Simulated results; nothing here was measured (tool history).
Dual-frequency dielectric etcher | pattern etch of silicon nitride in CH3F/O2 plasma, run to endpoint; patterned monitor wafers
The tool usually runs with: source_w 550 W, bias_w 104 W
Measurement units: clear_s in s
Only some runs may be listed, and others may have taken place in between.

run   hour  source_w  bias_w  wafers since the last listed run  hours since the last wet clean  hours since the last source power generator calibration  hours since the last bias power generator calibration  hours since the last upper electrode change  incoming incoming film thickness, nm  clear_s
  1      0       470     104                                 0                             8.1                                                   1650.2                                                 4417.8                                       4719.1                                  93.5     83.2
  2   43.3       470     104                               338                            51.4                                                   1693.5                                                 4461.1                                       4762.4                                  94.9     84.4
  3   68.7       470     104                               198                            76.8                                                   1718.9                                                 4486.5                                       4787.8                                  93.1     82.8
  4  114.3       550     104                               356                           122.4                                                   1764.5                                                 4532.1                                       4833.4                                  93.6     76.8
  5  173.9       600     124                               465                             182                                                   1824.1                                                 4591.7                                         4893                                  93.9     70.3
  6  245.5       600     124                               559                           253.6                                                   1895.7                                                 4663.3                                       4964.6                                  94.7     71.2
       295  -- source power generator calibrated
     301.8  -- wet clean of the chamber
  7  302.3       600     124                               359                             0.5                                                      7.3                                                 4720.1                                       5021.4                                    94     69.1
     361.4  -- upper electrode replaced
  8  361.9       550      88                               277                            60.1                                                     66.9                                                 4779.7                                          0.5                                  94.1       80
  9  410.2       680     124                               377                           108.4                                                    115.2                                                   4828                                         48.8                                  93.3     64.6
 10    446       550     104                               279                           144.2                                                      151                                                 4863.8                                         84.6                                  94.2     77.2
     471.4  -- bias power generator calibrated
 11  480.5       670      87                               238                           178.7                                                    185.5                                                    9.1                                        119.1                                  94.1     72.9
 12    509       490      85                               222                           207.2                                                      214                                                   37.6                                        147.6                                  94.1     88.4
 13  572.7       550     104                               497                           270.9                                                    277.7                                                  101.3                                        211.3                                    94     77.9
     603.1  -- wet clean of the chamber
 14  603.6       610     104                                53                             0.5                                                    308.6                                                  132.2                                        242.2                                  94.1     72.6

Predict each of these 5 candidate next runs independently; none follows another, all start after run 14:
  A  604.1       550      81                                 3                               1                                                    309.1                                                  132.7                                        242.7                                  93.8        ?
  B  604.1       630      85                                 3                               1                                                    309.1                                                  132.7                                        242.7                                  93.8        ?
  C  604.1       490     104                                 3                               1                                                    309.1                                                  132.7                                        242.7                                  93.8        ?
  D  604.1       600     114                                 3                               1                                                    309.1                                                  132.7                                        242.7                                  93.8        ?
  E  604.1       620     129                                 3                               1                                                    309.1                                                  132.7                                        242.7                                  93.8        ?

run  clear_s
  A     81.8
  B       75
  C     81.8
  D       71
  E     67.3
With no hidden state in the tool, these same runs would have given:
run  clear_s
  A     81.4
  B     74.5
  C     81.3
  D     70.6
  E     66.9

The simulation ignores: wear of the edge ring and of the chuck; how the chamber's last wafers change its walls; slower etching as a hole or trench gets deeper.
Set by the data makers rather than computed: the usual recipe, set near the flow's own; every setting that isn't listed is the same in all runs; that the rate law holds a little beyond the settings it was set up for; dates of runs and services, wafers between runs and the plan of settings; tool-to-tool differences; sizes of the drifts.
